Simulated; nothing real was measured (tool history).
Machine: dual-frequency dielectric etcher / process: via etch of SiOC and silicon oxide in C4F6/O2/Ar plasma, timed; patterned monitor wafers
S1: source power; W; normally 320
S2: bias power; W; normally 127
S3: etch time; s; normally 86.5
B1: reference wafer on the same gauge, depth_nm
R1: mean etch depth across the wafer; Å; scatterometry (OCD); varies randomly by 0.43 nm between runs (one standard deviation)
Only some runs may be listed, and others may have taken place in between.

run	day	S1	S2	S3	B1	R1
1	0	270	127	86.5	72.7	754
2	2.442	270	127	86.5	72.6	752
# day 3.554: wet clean of the chamber
3	5.033	300	127	77.5	72.5	703
4	7.25	300	127	77.5	72.7	696
5	11.625	300	127	77.5	72.6	701
6	15.362	320	127	86.5	72.6	801
7	17.438	320	127	86.5	72.8	801
# day 20.117: gauge calibrated
8	20.167	360	152	86.5	72.6	870
9	21.683	360	152	86.5	72.5	878
# day 25.038: wet clean of the chamber
10	25.108	320	127	86.5	72.5	800
11	29.108	320	127	86.5	72.5	799
12	33.112	320	127	86.5	72.5	794
13	36.104	320	99	75	72.5	645
14	40.542	280	143	86.5	72.5	782
# day 45.95: wet clean of the chamber
15	45.971	270	107	111.5	72.6	932
16	49.783	260	154	74	72.7	669
17	51.696	320	127	86.5	72.6	802
18	54.471	320	127	86.5	72.4	804
# day 56.329: bias power generator calibrated
19	57.967	300	127	77.5	72.7	696
# day 59.575: upper electrode replaced
20	61.742	320	154	86.5	72.6	838
21	64.108	360	111	64.5	72.6	604
22	65.771	320	127	106.5	72.7	980
# day 67.258: wet clean of the chamber
23	68.871	290	152	99.5	72.5	924
24	71.158	320	127	86.5	72.6	797
# day 72.25: source power generator calibrated
25	75.371	350	159	68	72.8	681
26	78.95	320	150	86.5	72.5	828
27	82.033	320	127	109	72.7	1013
# day 88.125: wet clean of the chamber
28	93.679	250	135	112	72.5	967
29	96.717	320	127	86.5	72.5	802

Run 30, settings as shown, results not yet in. Your forecast:
30	100.608	280	135	86.5	?	?

{"run 30": {"B1": 72.6, "R1": 778}}
If the tool had no hidden condition, the same run with the same run-to-run variation would have returned R1 778 Å.
